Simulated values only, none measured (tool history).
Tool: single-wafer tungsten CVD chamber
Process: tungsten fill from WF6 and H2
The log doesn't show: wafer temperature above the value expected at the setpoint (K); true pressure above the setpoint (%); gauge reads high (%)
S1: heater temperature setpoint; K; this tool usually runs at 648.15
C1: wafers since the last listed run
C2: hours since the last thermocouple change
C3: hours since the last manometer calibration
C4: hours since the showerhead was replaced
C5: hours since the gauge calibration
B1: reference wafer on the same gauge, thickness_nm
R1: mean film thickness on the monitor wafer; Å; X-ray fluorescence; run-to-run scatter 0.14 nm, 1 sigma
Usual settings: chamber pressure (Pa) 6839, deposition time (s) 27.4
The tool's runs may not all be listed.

run 1 hour=0 | S1=648.15 chamber_pressure_(Pa)=6839 deposition_time_(s)=27.4 | C1=0 C2=1779.3 C3=1924.9 C4=6239.8 C5=2921.5 | B1=70.375 | R1=666.45
-- hour=86.3 capacitance manometer re-zeroed and calibrated
run 2 hour=86.8 | S1=648.15 chamber_pressure_(Pa)=6839 deposition_time_(s)=27.4 | C1=1328 C2=1866.1 C3=0.5 C4=6326.6 C5=3008.3 | B1=70.373 | R1=665.99
run 3 hour=131.8 | S1=648.15 chamber_pressure_(Pa)=6839 deposition_time_(s)=27.4 | C1=758 C2=1911.1 C3=45.5 C4=6371.6 C5=3053.3 | B1=70.404 | R1=662.84
run 4 hour=210 | S1=640.15 chamber_pressure_(Pa)=6839 deposition_time_(s)=27.4 | C1=1318 C2=1989.3 C3=123.7 C4=6449.8 C5=3131.5 | B1=70.411 | R1=545.6
run 5 hour=272 | S1=640.15 chamber_pressure_(Pa)=6839 deposition_time_(s)=27.4 | C1=1045 C2=2051.3 C3=185.7 C4=6511.8 C5=3193.5 | B1=70.45 | R1=544.46
run 6 hour=377 | S1=648.15 chamber_pressure_(Pa)=6839 deposition_time_(s)=30.3 | C1=1770 C2=2156.3 C3=290.7 C4=6616.8 C5=3298.5 | B1=70.364 | R1=735.77
run 7 hour=417.9 | S1=648.15 chamber_pressure_(Pa)=6839 deposition_time_(s)=27.4 | C1=689 C2=2197.2 C3=331.6 C4=6657.7 C5=3339.4 | B1=70.411 | R1=665.94
run 8 hour=460.6 | S1=648.15 chamber_pressure_(Pa)=6839 deposition_time_(s)=27.4 | C1=719 C2=2239.9 C3=374.3 C4=6700.4 C5=3382.1 | B1=70.398 | R1=662.61
run 9 hour=552.6 | S1=648.15 chamber_pressure_(Pa)=6839 deposition_time_(s)=24.3 | C1=1550 C2=2331.9 C3=466.3 C4=6792.4 C5=3474.1 | B1=70.385 | R1=588.66
run 10 hour=619.6 | S1=644.15 chamber_pressure_(Pa)=6839 deposition_time_(s)=24 | C1=1129 C2=2398.9 C3=533.3 C4=6859.4 C5=3541.1 | B1=70.41 | R1=526.02
-- hour=628 gauge calibrated
run 11 hour=679.9 | S1=648.15 chamber_pressure_(Pa)=7826 deposition_time_(s)=25.2 | C1=1016 C2=2459.2 C3=593.6 C4=6919.7 C5=51.9 | B1=70.413 | R1=637.13
run 12 hour=721.2 | S1=659.15 chamber_pressure_(Pa)=8066 deposition_time_(s)=22 | C1=696 C2=2500.5 C3=634.9 C4=6961 C5=93.2 | B1=70.401 | R1=723.73
-- hour=789.9 thermocouple changed; heater temperature recalibrated
run 13 hour=933.6 | S1=648.15 chamber_pressure_(Pa)=5546 deposition_time_(s)=32.1 | C1=3445 C2=143.7 C3=847.3 C4=7173.4 C5=305.6 | B1=70.399 | R1=735.94
run 14 hour=980.6 | S1=648.15 chamber_pressure_(Pa)=6839 deposition_time_(s)=27.4 | C1=792 C2=190.7 C3=894.3 C4=7220.4 C5=352.6 | B1=70.38 | R1=672.59
run 15 hour=1064.7 | S1=642.15 chamber_pressure_(Pa)=7346 deposition_time_(s)=27.4 | C1=1417 C2=274.8 C3=978.4 C4=7304.5 C5=436.7 | B1=70.469 | R1=596.44
run 16 hour=1116.6 | S1=638.15 chamber_pressure_(Pa)=8253 deposition_time_(s)=24 | C1=874 C2=326.7 C3=1030.3 C4=7356.4 C5=488.6 | B1=70.404 | R1=489.18
run 17 hour=1222.1 | S1=662.15 chamber_pressure_(Pa)=5813 deposition_time_(s)=25.5 | C1=1778 C2=432.2 C3=1135.8 C4=7461.9 C5=594.1 | B1=70.409 | R1=818.01
run 18 hour=1283.9 | S1=648.15 chamber_pressure_(Pa)=7639 deposition_time_(s)=27.4 | C1=1041 C2=494 C3=1197.6 C4=7523.7 C5=655.9 | B1=70.403 | R1=696.02
run 19 hour=1326 | S1=648.15 chamber_pressure_(Pa)=6839 deposition_time_(s)=25.8 | C1=709 C2=536.1 C3=1239.7 C4=7565.8 C5=698 | B1=70.445 | R1=628.76
run 20 hour=1369.2 | S1=648.15 chamber_pressure_(Pa)=6839 deposition_time_(s)=27.4 | C1=728 C2=579.3 C3=1282.9 C4=7609 C5=741.2 | B1=70.386 | R1=671.26
run 21 hour=1407 | S1=662.15 chamber_pressure_(Pa)=6839 deposition_time_(s)=24.7 | C1=637 C2=617.1 C3=1320.7 C4=7646.8 C5=779 | B1=70.421 | R1=832.45
run 22 hour=1461.7 | S1=648.15 chamber_pressure_(Pa)=7706 deposition_time_(s)=27.4 | C1=922 C2=671.8 C3=1375.4 C4=7701.5 C5=833.7 | B1=70.455 | R1=697.65
-- hour=1472.9 showerhead replaced
run 23 hour=1501.1 | S1=648.15 chamber_pressure_(Pa)=6839 deposition_time_(s)=27.4 | C1=529 C2=711.2 C3=1414.8 C4=28.2 C5=873.1 | B1=70.427 | R1=670.75
run 24 hour=1567.3 | S1=641.15 chamber_pressure_(Pa)=5400 deposition_time_(s)=23.2 | C1=1115 C2=777.4 C3=1481 C4=94.4 C5=939.3 | B1=70.369 | R1=443.96
run 25 hour=1628.9 | S1=637.15 chamber_pressure_(Pa)=7919 deposition_time_(s)=27.4 | C1=1038 C2=839 C3=1542.6 C4=156 C5=1000.9 | B1=70.415 | R1=539.55
run 26 hour=1707.3 | S1=648.15 chamber_pressure_(Pa)=6839 deposition_time_(s)=27.4 | C1=1321 C2=917.4 C3=1621 C4=234.4 C5=1079.3 | B1=70.38 | R1=668.88
run 27 hour=1810.9 | S1=655.15 chamber_pressure_(Pa)=8226 deposition_time_(s)=27.4 | C1=1746 C2=1021 C3=1724.6 C4=338 C5=1182.9 | B1=70.405 | R1=835.68
-- hour=1974.7 capacitance manometer re-zeroed and calibrated
run 28 hour=2125.8 | S1=648.15 chamber_pressure_(Pa)=6839 deposition_time_(s)=27.4 | C1=5173 C2=1335.9 C3=151.1 C4=652.9 C5=1497.8 | B1=70.384 | R1=666.78
run 29 hour=2226.1 | S1=643.15 chamber_pressure_(Pa)=6839 deposition_time_(s)=31.6 | C1=1690 C2=1436.2 C3=251.4 C4=753.2 C5=1598.1 | B1=70.401 | R1=685.18
run 30 hour=2361.3 | S1=659.15 chamber_pressure_(Pa)=6839 deposition_time_(s)=23.7 | C1=2279 C2=1571.4 C3=386.6 C4=888.4 C5=1733.3 | B1=70.385 | R1=744.57
run 31 hour=2405.3 | S1=648.15 chamber_pressure_(Pa)=6839 deposition_time_(s)=27.4 | C1=741 C2=1615.4 C3=430.6 C4=932.4 C5=1777.3 | B1=70.372 | R1=667.41
run 32 hour=2510.1 | S1=648.15 chamber_pressure_(Pa)=7453 deposition_time_(s)=23.8 | C1=1766 C2=1720.2 C3=535.4 C4=1037.2 C5=1882.1 | B1=70.428 | R1=593.5
run 33 hour=2601.1 | S1=648.15 chamber_pressure_(Pa)=6839 deposition_time_(s)=25.8 | C1=1534 C2=1811.2 C3=626.4 C4=1128.2 C5=1973.1 | B1=70.391 | R1=625.46

Across each entry between runs, compare the hidden state at the last listed run before it with the hidden state at the first listed run after it:
In the gap between runs 1 and 2: capacitance manometer re-zeroed and calibrated (hour 86.3)
  wafer temperature above the value expected at the setpoint (K): -0.492 -> -0.513
  measured value less the no-hidden-state value, R1: -7.8 -> -8.14 Å
In the gap between runs 10 and 11: gauge calibrated (hour 628)
  wafer temperature above the value expected at the setpoint (K): -0.646 -> -0.661
  measured value less the no-hidden-state value, R1: -8.26 -> -10.04 Å
In the gap between runs 12 and 13: thermocouple changed; heater temperature recalibrated (hour 789.9)
  wafer temperature above the value expected at the setpoint (K): -0.671 -> -0.0584
  measured value less the no-hidden-state value, R1: -10.99 -> -1.01 Å
In the gap between runs 22 and 23: showerhead replaced (hour 1472.9)
  wafer temperature above the value expected at the setpoint (K): -0.189 -> -0.199
  measured value less the no-hidden-state value, R1: -3.13 -> -3.17 Å
In the gap between runs 27 and 28: capacitance manometer re-zeroed and calibrated (hour 1974.7)
  wafer temperature above the value expected at the setpoint (K): -0.276 -> -0.354
  measured value less the no-hidden-state value, R1: -5.27 -> -5.6 Å

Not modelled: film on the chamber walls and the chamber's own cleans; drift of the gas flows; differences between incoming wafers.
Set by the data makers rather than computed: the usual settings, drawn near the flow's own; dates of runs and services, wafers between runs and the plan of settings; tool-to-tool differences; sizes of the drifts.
